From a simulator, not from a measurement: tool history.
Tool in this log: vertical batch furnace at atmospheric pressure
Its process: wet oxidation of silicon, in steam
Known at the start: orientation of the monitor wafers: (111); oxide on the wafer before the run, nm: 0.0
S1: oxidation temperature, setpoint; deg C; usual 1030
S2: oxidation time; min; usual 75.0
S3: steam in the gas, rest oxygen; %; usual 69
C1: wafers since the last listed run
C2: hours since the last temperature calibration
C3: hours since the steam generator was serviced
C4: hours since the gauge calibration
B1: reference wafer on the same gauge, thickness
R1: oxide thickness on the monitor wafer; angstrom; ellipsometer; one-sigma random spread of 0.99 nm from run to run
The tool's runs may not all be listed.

| run | hour | S1 | S2 | S3 | C1 | C2 | C3 | C4 | B1 | R1 |
|---|---|---|---|---|---|---|---|---|---|---|
| 1 | 0.0 | 1013 | 75.0 | 69 | 0 | 2244.0 | 1263.7 | 128.1 | 443.60 | 4322.5 |
| 2 | 13.6 | 1013 | 75.0 | 69 | 107 | 2257.6 | 1277.3 | 141.7 | 442.45 | 4314.9 |
| 3 | 33.3 | 1030 | 75.0 | 69 | 156 | 2277.3 | 1297.0 | 161.4 | 443.11 | 4704.1 |
| 4 | 48.2 | 1030 | 75.0 | 69 | 118 | 2292.2 | 1311.9 | 176.3 | 443.31 | 4700.7 |
|  | 51.1 | gauge calibrated |
| 5 | 57.3 | 1030 | 75.0 | 69 | 72 | 2301.3 | 1321.0 | 6.2 | 442.59 | 4710.0 |
| 6 | 68.0 | 1030 | 75.0 | 69 | 84 | 2312.0 | 1331.7 | 16.9 | 442.38 | 4714.8 |
|  | 96.8 | thermocouples replaced and temperature profile calibrated |
| 7 | 97.3 | 1030 | 75.0 | 69 | 42 | 0.5 | 1361.0 | 46.2 | 443.08 | 4705.9 |
| 8 | 102.0 | 1030 | 75.0 | 69 | 37 | 5.2 | 1365.7 | 50.9 | 443.31 | 4706.6 |
| 9 | 112.2 | 1030 | 75.0 | 69 | 80 | 15.4 | 1375.9 | 61.1 | 443.34 | 4708.9 |
| 10 | 126.0 | 1030 | 75.0 | 69 | 109 | 29.2 | 1389.7 | 74.9 | 443.18 | 4717.2 |
| 11 | 132.8 | 1030 | 67.5 | 69 | 53 | 36.0 | 1396.5 | 81.7 | 442.71 | 4432.3 |
| 12 | 149.1 | 1012 | 75.0 | 69 | 129 | 52.3 | 1412.8 | 98.0 | 442.78 | 4299.4 |
| 13 | 156.8 | 1030 | 75.0 | 69 | 61 | 60.0 | 1420.5 | 105.7 | 443.04 | 4723.3 |
| 14 | 164.6 | 1012 | 75.0 | 69 | 61 | 67.8 | 1428.3 | 113.5 | 442.57 | 4295.9 |
|  | 200.9 | steam generator serviced |
| 15 | 201.4 | 1030 | 75.0 | 69 | 101 | 104.6 | 0.5 | 150.3 | 443.13 | 4959.3 |
| 16 | 206.1 | 1041 | 75.0 | 69 | 37 | 109.3 | 5.2 | 155.0 | 443.42 | 5225.2 |
| 17 | 210.9 | 1030 | 67.5 | 69 | 38 | 114.1 | 10.0 | 159.8 | 443.22 | 4670.1 |
|  | 213.4 | gauge calibrated |
| 18 | 215.6 | 1030 | 75.0 | 69 | 37 | 118.8 | 14.7 | 2.2 | 442.97 | 4979.2 |
| 19 | 244.7 | 1051 | 94.0 | 74 | 230 | 147.9 | 43.8 | 31.3 | 443.02 | 6408.6 |
| 20 | 263.0 | 1045 | 75.0 | 73 | 145 | 166.2 | 62.1 | 49.6 | 443.02 | 5463.1 |
| 21 | 271.1 | 1030 | 94.0 | 74 | 64 | 174.3 | 70.2 | 57.7 | 442.87 | 5856.7 |
| 22 | 279.7 | 1054 | 104.0 | 79 | 68 | 182.9 | 78.8 | 66.3 | 442.80 | 7079.0 |
| 23 | 287.4 | 1023 | 75.0 | 61 | 61 | 190.6 | 86.5 | 74.0 | 442.76 | 4417.0 |

How the hidden state differs across the entries between the runs, from the last listed run before each to the first after it:
Between runs 4 and 5: gauge calibrated (hour 51.1)
  steam share off its setpoint, % of the setpoint: -9.01 -> -9.02
  measured result minus the result with no hidden state, R1: -267.9 -> -268.8 angstrom
Between runs 6 and 7: thermocouples replaced and temperature profile calibrated (hour 96.8)
  steam share off its setpoint, % of the setpoint: -9.03 -> -9.06
  measured result minus the result with no hidden state, R1: -269.4 -> -269.9 angstrom
Between runs 14 and 15: steam generator serviced (hour 200.9)
  steam share off its setpoint, % of the setpoint: -9.13 -> -0.523
  measured result minus the result with no hidden state, R1: -257.1 -> -15.2 angstrom
Between runs 17 and 18: gauge calibrated (hour 213.4)
  steam share off its setpoint, % of the setpoint: -0.69 -> -0.772
  measured result minus the result with no hidden state, R1: -19.1 -> -22.7 angstrom
